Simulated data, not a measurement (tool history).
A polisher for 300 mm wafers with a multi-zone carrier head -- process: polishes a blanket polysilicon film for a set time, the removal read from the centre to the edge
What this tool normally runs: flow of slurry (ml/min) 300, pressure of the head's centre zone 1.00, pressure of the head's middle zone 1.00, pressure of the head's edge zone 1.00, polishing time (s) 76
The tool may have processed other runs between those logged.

run	hour	flow of slurry (ml/min)	pressure of the head's centre zone	pressure of the head's middle zone	pressure of the head's edge zone	polishing time (s)	wafers since the last listed run	wafers polished on this pad	hours since the slurry nozzle was cleaned	hours since the centre zone pressure was calibrated	hours since the edge zone pressure was calibrated	hours since the carrier head's membrane was replaced	incoming thickness of the incoming film, nm	film removed at the wafer's centre (Å)	film removed at mid-radius (Å)	film removed at the wafer's edge (Å)
1	0.0	300	1.00	1.00	1.00	76	0	712	144.3	1059.5	929.4	1170.4	1300.4	4693	4549	4503
# hour 46.4: carrier head's membrane replaced by a new one
2	82.3	300	1.00	1.00	1.00	76	582	1295	226.6	1141.8	1011.7	35.9	1332.1	4605	4434	4413
# hour 278.5: centre zone pressure recalibrated
# hour 300.8: worn pad replaced by a new one
# hour 302.9: edge zone pressure recalibrated
3	311.9	300	1.00	1.00	1.06	76	1670	68	456.2	33.4	9.0	265.5	1315.2	4623	4695	4719
4	364.2	300	1.00	1.00	1.00	76	394	462	508.5	85.7	61.3	317.8	1329.0	4523	4590	4530
5	444.4	300	1.00	1.00	1.00	76	604	1067	588.7	165.9	141.5	398.0	1321.6	4467	4417	4449
6	508.1	300	1.00	0.94	1.00	76	480	1547	652.4	229.6	205.2	461.7	1323.4	4493	4171	4377
7	589.8	300	1.00	1.00	1.00	76	615	2163	734.1	311.3	286.9	543.4	1341.9	4394	4413	4366
8	629.0	300	1.00	1.00	1.00	76	295	2458	773.3	350.5	326.1	582.6	1313.8	4454	4446	4382
9	733.6	300	1.00	1.00	1.05	76	788	3247	877.9	455.1	430.7	687.2	1312.0	4443	4372	4450
# hour 736.0: slurry nozzle cleaned
# hour 811.6: worn pad replaced by a new one
10	832.6	300	1.04	1.06	1.12	87	708	157	96.6	554.1	529.7	786.2	1327.1	5582	5490	5550
11	881.5	360	1.00	1.06	1.00	86	368	526	145.5	603.0	578.6	835.1	1318.5	5302	5394	5169
12	966.0	300	1.00	1.00	0.93	76	636	1163	230.0	687.5	663.1	919.6	1309.0	4577	4440	4256
13	1042.8	300	1.00	1.00	1.00	76	578	1742	306.8	764.3	739.9	996.4	1321.9	4528	4432	4367
14	1097.3	300	1.08	1.00	1.10	86	410	2153	361.3	818.8	794.4	1050.9	1318.3	5521	4948	5148
15	1188.4	330	1.00	0.89	1.00	76	686	2840	452.4	909.9	885.5	1142.0	1331.8	4512	3985	4353
# hour 1209.2: worn pad replaced by a new one
16	1250.0	335	0.93	1.00	1.07	76	434	307	514.0	971.5	947.1	1203.6	1293.7	4487	4661	4726
17	1320.7	200	1.07	1.00	1.10	93	532	840	584.7	1042.2	1017.8	1274.3	1308.1	5791	5257	5505
# hour 1358.8: carrier head's membrane replaced by a new one
18	1359.5	395	1.00	1.10	1.00	76	254	1095	623.5	1081.0	1056.6	0.7	1315.4	4805	4938	4511
19	1415.6	340	0.93	0.94	1.00	52	422	1518	679.6	1137.1	1112.7	56.8	1321.6	2975	2854	3052
# hour 1425.1: edge zone pressure recalibrated
20	1451.9	300	1.00	1.00	1.00	89	258	1776	715.9	1173.4	26.8	93.1	1344.1	5404	5023	5155
21	1488.8	300	1.00	1.00	1.05	76	278	2055	752.8	1210.3	63.7	130.0	1343.9	4609	4433	4486
# hour 1569.6: slurry nozzle cleaned
22	1591.1	210	0.97	1.00	0.93	59	763	2818	21.5	1312.6	166.0	232.3	1326.6	3316	3264	3161

Branching from run 22: 4 alternative next runs. What would each branch give?
A	1591.5	300	0.92	1.00	1.00	76	3	2821	21.9	1313.0	166.4	232.7	1301.6	?	?	?
B	1591.5	220	1.00	1.00	1.10	66	3	2821	21.9	1313.0	166.4	232.7	1301.6	?	?	?
C	1591.5	300	0.94	1.00	0.94	76	3	2821	21.9	1313.0	166.4	232.7	1301.6	?	?	?
D	1591.5	380	1.05	1.00	0.92	67	3	2821	21.9	1313.0	166.4	232.7	1301.6	?	?	?

run	film removed at the wafer's centre (Å)	film removed at mid-radius (Å)	film removed at the wafer's edge (Å)
A	4214	4263	4372
B	3837	3580	3882
C	4306	4262	4245
D	4334	3830	3761
Without the tool's unlogged condition, the same runs would have read:
run	film removed at the wafer's centre (Å)	film removed at mid-radius (Å)	film removed at the wafer's edge (Å)
A	4212	4521	4636
B	3837	3798	4117
C	4304	4521	4501
D	4335	4063	3988
